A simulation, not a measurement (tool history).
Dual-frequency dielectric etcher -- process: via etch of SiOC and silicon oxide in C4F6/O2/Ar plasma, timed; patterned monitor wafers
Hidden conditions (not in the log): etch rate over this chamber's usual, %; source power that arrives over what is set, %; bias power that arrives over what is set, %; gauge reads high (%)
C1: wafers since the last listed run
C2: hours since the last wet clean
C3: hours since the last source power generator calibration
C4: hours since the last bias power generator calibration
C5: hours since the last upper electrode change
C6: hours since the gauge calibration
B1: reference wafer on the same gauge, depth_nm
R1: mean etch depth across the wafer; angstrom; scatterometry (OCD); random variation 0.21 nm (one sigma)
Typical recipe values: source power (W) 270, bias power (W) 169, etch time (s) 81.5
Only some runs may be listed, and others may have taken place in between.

{"run": 1, "hour": 0.0, "source power (W)": 270, "bias power (W)": 169, "etch time (s)": 81.5, "C1": 0, "C2": 235.6, "C3": 1334.4, "C4": 2732.4, "C5": 2988.3, "C6": 989.8, "B1": 102.2, "R1": 860}
{"hour": 43.8, "done": "gauge calibrated"}
{"run": 2, "hour": 46.0, "source power (W)": 270, "bias power (W)": 169, "etch time (s)": 81.5, "C1": 715, "C2": 281.6, "C3": 1380.4, "C4": 2778.4, "C5": 3034.3, "C6": 2.2, "B1": 102.1, "R1": 861}
{"run": 3, "hour": 113.2, "source power (W)": 270, "bias power (W)": 145, "etch time (s)": 81.5, "C1": 1044, "C2": 348.8, "C3": 1447.6, "C4": 2845.6, "C5": 3101.5, "C6": 69.4, "B1": 102.2, "R1": 796}
{"hour": 159.0, "done": "wet clean of the chamber"}
{"run": 4, "hour": 159.5, "source power (W)": 270, "bias power (W)": 145, "etch time (s)": 81.5, "C1": 346, "C2": 0.5, "C3": 1493.9, "C4": 2891.9, "C5": 3147.8, "C6": 115.7, "B1": 102.2, "R1": 788}
{"run": 5, "hour": 180.4, "source power (W)": 270, "bias power (W)": 136, "etch time (s)": 81.5, "C1": 324, "C2": 21.4, "C3": 1514.8, "C4": 2912.8, "C5": 3168.7, "C6": 136.6, "B1": 102.1, "R1": 755}
{"run": 6, "hour": 213.3, "source power (W)": 270, "bias power (W)": 136, "etch time (s)": 81.5, "C1": 511, "C2": 54.3, "C3": 1547.7, "C4": 2945.7, "C5": 3201.6, "C6": 169.5, "B1": 102.3, "R1": 758}
{"run": 7, "hour": 273.0, "source power (W)": 250, "bias power (W)": 169, "etch time (s)": 81.5, "C1": 928, "C2": 114, "C3": 1607.4, "C4": 3005.4, "C5": 3261.3, "C6": 229.2, "B1": 102.2, "R1": 841}
{"run": 8, "hour": 320.3, "source power (W)": 270, "bias power (W)": 169, "etch time (s)": 81.5, "C1": 735, "C2": 161.3, "C3": 1654.7, "C4": 3052.7, "C5": 3308.6, "C6": 276.5, "B1": 102.2, "R1": 854}
{"run": 9, "hour": 359.5, "source power (W)": 270, "bias power (W)": 169, "etch time (s)": 81.5, "C1": 609, "C2": 200.5, "C3": 1693.9, "C4": 3091.9, "C5": 3347.8, "C6": 315.7, "B1": 102.2, "R1": 856}
{"run": 10, "hour": 420.5, "source power (W)": 270, "bias power (W)": 169, "etch time (s)": 81.5, "C1": 948, "C2": 261.5, "C3": 1754.9, "C4": 3152.9, "C5": 3408.8, "C6": 376.7, "B1": 102.3, "R1": 861}
{"hour": 455.6, "done": "upper electrode replaced, of another model than before"}
{"hour": 507.2, "done": "wet clean of the chamber"}
{"run": 11, "hour": 507.7, "source power (W)": 310, "bias power (W)": 169, "etch time (s)": 81.5, "C1": 609, "C2": 0.5, "C3": 1842.1, "C4": 3240.1, "C5": 52.1, "C6": 463.9, "B1": 102.2, "R1": 866}
{"run": 12, "hour": 550.5, "source power (W)": 270, "bias power (W)": 169, "etch time (s)": 81.5, "C1": 665, "C2": 43.3, "C3": 1884.9, "C4": 3282.9, "C5": 94.9, "C6": 506.7, "B1": 102.2, "R1": 852}
{"run": 13, "hour": 610.4, "source power (W)": 270, "bias power (W)": 169, "etch time (s)": 81.5, "C1": 931, "C2": 103.2, "C3": 1944.8, "C4": 3342.8, "C5": 154.8, "C6": 566.6, "B1": 102.1, "R1": 856}
{"run": 14, "hour": 672.9, "source power (W)": 270, "bias power (W)": 169, "etch time (s)": 81.5, "C1": 971, "C2": 165.7, "C3": 2007.3, "C4": 3405.3, "C5": 217.3, "C6": 629.1, "B1": 102.2, "R1": 860}
{"run": 15, "hour": 697.7, "source power (W)": 270, "bias power (W)": 169, "etch time (s)": 81.5, "C1": 385, "C2": 190.5, "C3": 2032.1, "C4": 3430.1, "C5": 242.1, "C6": 653.9, "B1": 102.2, "R1": 860}
{"run": 16, "hour": 730.4, "source power (W)": 210, "bias power (W)": 169, "etch time (s)": 81.5, "C1": 508, "C2": 223.2, "C3": 2064.8, "C4": 3462.8, "C5": 274.8, "C6": 686.6, "B1": 102.1, "R1": 832}
{"run": 17, "hour": 771.5, "source power (W)": 200, "bias power (W)": 169, "etch time (s)": 72, "C1": 638, "C2": 264.3, "C3": 2105.9, "C4": 3503.9, "C5": 315.9, "C6": 727.7, "B1": 102.2, "R1": 735}
{"hour": 816.3, "done": "bias power generator calibrated"}
{"run": 18, "hour": 818.0, "source power (W)": 340, "bias power (W)": 186, "etch time (s)": 73.5, "C1": 660, "C2": 310.8, "C3": 2152.4, "C4": 1.7, "C5": 362.4, "C6": 774.2, "B1": 102.2, "R1": 828}
{"run": 19, "hour": 844.8, "source power (W)": 270, "bias power (W)": 169, "etch time (s)": 81.5, "C1": 416, "C2": 337.6, "C3": 2179.2, "C4": 28.5, "C5": 389.2, "C6": 801, "B1": 102.3, "R1": 862}
{"hour": 873.6, "done": "wet clean of the chamber"}
{"run": 20, "hour": 876.1, "source power (W)": 290, "bias power (W)": 200, "etch time (s)": 106, "C1": 113, "C2": 2.5, "C3": 2210.5, "C4": 59.8, "C5": 420.5, "C6": 832.3, "B1": 102.2, "R1": 1186}
{"hour": 904.8, "done": "source power generator calibrated"}
{"run": 21, "hour": 975.4, "source power (W)": 270, "bias power (W)": 191, "etch time (s)": 91, "C1": 1481, "C2": 101.8, "C3": 70.6, "C4": 159.1, "C5": 519.8, "C6": 931.6, "B1": 102.2, "R1": 999}
{"run": 22, "hour": 1042.4, "source power (W)": 320, "bias power (W)": 144, "etch time (s)": 98.5, "C1": 1041, "C2": 168.8, "C3": 137.6, "C4": 226.1, "C5": 586.8, "C6": 998.6, "B1": 102.1, "R1": 1006}
{"hour": 1077.3, "done": "gauge calibrated"}
{"run": 23, "hour": 1094.9, "source power (W)": 270, "bias power (W)": 190, "etch time (s)": 73.5, "C1": 816, "C2": 221.3, "C3": 190.1, "C4": 278.6, "C5": 639.3, "C6": 17.6, "B1": 102.3, "R1": 805}
{"run": 24, "hour": 1150.7, "source power (W)": 270, "bias power (W)": 169, "etch time (s)": 81.5, "C1": 867, "C2": 277.1, "C3": 245.9, "C4": 334.4, "C5": 695.1, "C6": 73.4, "B1": 102.2, "R1": 862}
{"run": 25, "hour": 1204.8, "source power (W)": 270, "bias power (W)": 200, "etch time (s)": 81.5, "C1": 841, "C2": 331.2, "C3": 300, "C4": 388.5, "C5": 749.2, "C6": 127.5, "B1": 102.3, "R1": 911}
{"hour": 1262.9, "done": "wet clean of the chamber"}
{"run": 26, "hour": 1263.4, "source power (W)": 220, "bias power (W)": 152, "etch time (s)": 63, "C1": 537, "C2": 0.5, "C3": 358.6, "C4": 447.1, "C5": 807.8, "C6": 186.1, "B1": 102.2, "R1": 622}
{"run": 27, "hour": 1345.8, "source power (W)": 230, "bias power (W)": 155, "etch time (s)": 91, "C1": 1281, "C2": 82.9, "C3": 441, "C4": 529.5, "C5": 890.2, "C6": 268.5, "B1": 102.2, "R1": 912}
{"run": 28, "hour": 1376.1, "source power (W)": 310, "bias power (W)": 169, "etch time (s)": 81.5, "C1": 471, "C2": 113.2, "C3": 471.3, "C4": 559.8, "C5": 920.5, "C6": 298.8, "B1": 102.2, "R1": 868}
{"run": 29, "hour": 1437.5, "source power (W)": 210, "bias power (W)": 169, "etch time (s)": 90, "C1": 954, "C2": 174.6, "C3": 532.7, "C4": 621.2, "C5": 981.9, "C6": 360.2, "B1": 102.2, "R1": 924}

4 ways to go on from here, each from the tool as it stands after run 29. What would each give?
{"run": "A", "hour": 1437.9, "source power (W)": 270, "bias power (W)": 169, "etch time (s)": 81.5, "C1": 6, "C2": 175, "C3": 533.1, "C4": 621.6, "C5": 982.3, "C6": 360.6, "B1": "?", "R1": "?"}
{"run": "B", "hour": 1437.9, "source power (W)": 270, "bias power (W)": 207, "etch time (s)": 96.5, "C1": 6, "C2": 175, "C3": 533.1, "C4": 621.6, "C5": 982.3, "C6": 360.6, "B1": "?", "R1": "?"}
{"run": "C", "hour": 1437.9, "source power (W)": 300, "bias power (W)": 137, "etch time (s)": 62, "C1": 6, "C2": 175, "C3": 533.1, "C4": 621.6, "C5": 982.3, "C6": 360.6, "B1": "?", "R1": "?"}
{"run": "D", "hour": 1437.9, "source power (W)": 250, "bias power (W)": 204, "etch time (s)": 81.5, "C1": 6, "C2": 175, "C3": 533.1, "C4": 621.6, "C5": 982.3, "C6": 360.6, "B1": "?", "R1": "?"}

run=A B1=102.2 R1=857
run=B B1=102.2 R1=1087
run=C B1=102.2 R1=617
run=D B1=102.2 R1=905
Without the tool's unlogged condition, the same runs would have read:
run=A R1=851
run=B R1=1080
run=C R1=613
run=D R1=899
